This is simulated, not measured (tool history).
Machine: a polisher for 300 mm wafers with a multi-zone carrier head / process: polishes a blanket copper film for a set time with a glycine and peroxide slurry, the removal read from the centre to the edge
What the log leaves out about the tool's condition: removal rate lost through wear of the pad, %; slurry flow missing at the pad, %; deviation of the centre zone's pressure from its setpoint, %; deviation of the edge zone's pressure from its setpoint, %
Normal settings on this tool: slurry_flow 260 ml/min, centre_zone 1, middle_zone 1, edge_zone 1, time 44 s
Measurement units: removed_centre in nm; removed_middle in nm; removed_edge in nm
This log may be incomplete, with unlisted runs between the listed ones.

run,hour,slurry_flow,centre_zone,middle_zone,edge_zone,time,wafers since the last listed run,wafers polished on this pad,hours since the slurry nozzle was cleaned,hours since the centre zone pressure was calibrated,hours since the edge zone pressure was calibrated,hours since the carrier head's membrane was replaced,"incoming thickness of the incoming film, nm",removed_centre,removed_middle,removed_edge
1,0,260,1,1,1.03,44,0,2994,162,458.3,331.3,1351.9,1932.4,230.9,231.6,232.4
# hour 23.8: worn pad replaced by a new one
2,60.3,260,1,1,1,44,833,540,222.3,518.6,391.6,1412.2,1896.5,241.2,239.3,241.7
3,103.1,260,1,1,1,44,634,1174,265.1,561.4,434.4,1455,1933.8,239.2,236.9,235
4,176.9,260,1,1,1,44,1093,2267,338.9,635.2,508.2,1528.8,1955.9,233.5,229.2,231.5
# hour 186.9: edge zone pressure recalibrated
# hour 212.1: worn pad replaced by a new one
# hour 224: slurry nozzle cleaned
5,240.4,225,1,1,1,44,836,405,16.4,698.7,53.5,1592.3,1910.7,217.2,217.7,220.4
6,344.9,260,1,1,1,44,1547,1953,120.9,803.2,158,1696.8,1938.8,216.4,217,214.1
# hour 373.9: centre zone pressure recalibrated
7,385.6,260,1,1,1,44,573,2526,161.6,11.7,198.7,1737.5,1969.7,210.6,214.1,213.8
# hour 408.3: worn pad replaced by a new one, repeated, since the last time left the tool worse
8,477.8,260,1,1,1,44,1306,1028,253.8,103.9,290.9,1829.7,1927.4,238.4,232.8,236.4
9,541.1,260,1,1.09,1.05,39,937,1966,317.1,167.2,354.2,1893,1905.9,209.5,220.6,211.5
# hour 571.9: carrier head's membrane replaced by a new one
10,611.8,260,1,1,1,44,973,2939,387.8,237.9,424.9,39.9,1936.4,233.2,228.6,230.5
# hour 644.7: worn pad replaced by a new one
# hour 708.7: slurry nozzle cleaned
11,709.2,260,1,1,1,44,1368,940,0.5,335.3,522.3,137.3,1957,236.6,236.2,236.1
12,771.1,190,1.09,1.09,0.95,44,916,1857,62.4,397.2,584.2,199.2,1946.5,245.4,244.9,222.2
# hour 795.1: edge zone pressure recalibrated
13,831.1,325,1,0.96,1.06,33,859,2716,122.4,457.2,36,259.2,1971.3,178.1,169.7,181.1
# hour 872: worn pad replaced by a new one
14,899.5,215,1,1,1,34,953,406,190.8,525.6,104.4,327.6,1896.1,178.7,179.6,182.1
15,951.8,260,1,1,0.96,48,774,1181,243.1,577.9,156.7,379.9,1933.7,254.4,257.4,249.4
16,1046.3,260,0.94,1,1,44,1399,2581,337.6,672.4,251.2,474.4,1930.4,220,229.3,228.4
17,1086,260,1,1,1,54,588,3169,377.3,712.1,290.9,514.1,1905.8,278.5,282.3,276.8

Each row is a separate what-if for the run after 17, all from the same tool condition, not one after another. Results?
A,1086.4,260,1,1,1,44,5,3175,377.7,712.5,291.3,514.5,1954.2,?,?,?
B,1086.4,260,0.95,1,0.96,59,5,3175,377.7,712.5,291.3,514.5,1954.2,?,?,?
C,1086.4,260,1,0.94,0.96,44,5,3175,377.7,712.5,291.3,514.5,1954.2,?,?,?
D,1086.4,260,0.94,0.91,1,31,5,3175,377.7,712.5,291.3,514.5,1954.2,?,?,?

run,removed_centre,removed_middle,removed_edge
A,226.4,222.3,225.7
B,290.5,298.2,296.8
C,226.3,211.1,221.6
D,151.2,144.8,159.2
Take away the tool's hidden state, keep each run's random variation, and the runs would have read:
run,removed_centre,removed_middle,removed_edge
A,241,236.7,240.3
B,309.2,317.5,316
C,240.9,224.7,235.9
D,160.9,154.1,169.5
